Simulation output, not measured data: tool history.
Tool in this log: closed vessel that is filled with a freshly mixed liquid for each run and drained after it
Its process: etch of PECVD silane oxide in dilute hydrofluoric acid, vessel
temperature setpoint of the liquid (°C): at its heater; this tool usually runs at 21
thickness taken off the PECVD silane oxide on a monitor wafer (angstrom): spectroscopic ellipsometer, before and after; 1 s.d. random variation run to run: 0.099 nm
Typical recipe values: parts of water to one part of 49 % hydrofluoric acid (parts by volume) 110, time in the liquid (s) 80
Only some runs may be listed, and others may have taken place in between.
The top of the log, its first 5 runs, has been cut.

run,hour,temperature setpoint of the liquid (°C),parts of water to one part of 49 % hydrofluoric acid (parts by volume),time in the liquid (s),wafers since the last listed run,hours since the thermometer was replaced,hours since the hydrofluoric acid flow meter was replaced,hours since the gauge calibration,"read-back film thickness of the PECVD silane oxide reference wafer, read on the same gauge (nm)",thickness taken off the PECVD silane oxide on a monitor wafer (angstrom)
6,50.1,21,110,80,876,1508,15.1,238.9,30.02,204.2
7,62.2,21,110,80,964,1520.1,27.2,251,30.01,202.4
8,71.3,21,110,80,725,1529.2,36.3,260.1,29.99,204.1
9,85,21,110,80,1092,1542.9,50,273.8,30.01,201.6
10,97.6,21,110,80,1004,1555.5,62.6,286.4,29.98,204.1
11,108.1,23,145,55,836,1566,73.1,296.9,29.99,110.5
# hour 114.9: thermometer replaced
12,115.4,21,160,80,502,0.5,80.4,304.2,30,123.4
13,126.4,25.5,155,120,876,11.5,91.4,315.2,30,226.5
14,134.4,21,90,80,637,19.5,99.4,323.2,30.01,235.9
15,150.8,21,90,80,1307,35.9,115.8,339.6,30.01,237.6
16,164.7,21,110,80,1107,49.8,129.7,353.5,29.99,191.2
17,178.8,17,165,120,1123,63.9,143.8,367.6,29.99,151.5
18,188.4,21,90,80,765,73.5,153.4,377.2,30.04,237.3
19,203.6,21,110,100,1211,88.7,168.6,392.4,30.02,240.2
# hour 205.1: gauge calibrated
20,220.5,21,110,80,1347,105.6,185.5,15.4,29.99,189.4
21,236.5,17,110,80,1275,121.6,201.5,31.4,29.98,163.4
22,249.2,17,165,120,1012,134.3,214.2,44.1,30.01,153.5
23,260.1,17,165,120,868,145.2,225.1,55,29.99,153.4

What will run 24 give?
24,273.9,22.5,145,125,1099,159,238.9,68.8,?,?

read-back film thickness of the PECVD silane oxide reference wafer, read on the same gauge (nm): 30.03
thickness taken off the PECVD silane oxide on a monitor wafer (angstrom): 234.4
Without the tool's hidden state the same run would have given thickness taken off the PECVD silane oxide on a monitor wafer (angstrom) 220.3.

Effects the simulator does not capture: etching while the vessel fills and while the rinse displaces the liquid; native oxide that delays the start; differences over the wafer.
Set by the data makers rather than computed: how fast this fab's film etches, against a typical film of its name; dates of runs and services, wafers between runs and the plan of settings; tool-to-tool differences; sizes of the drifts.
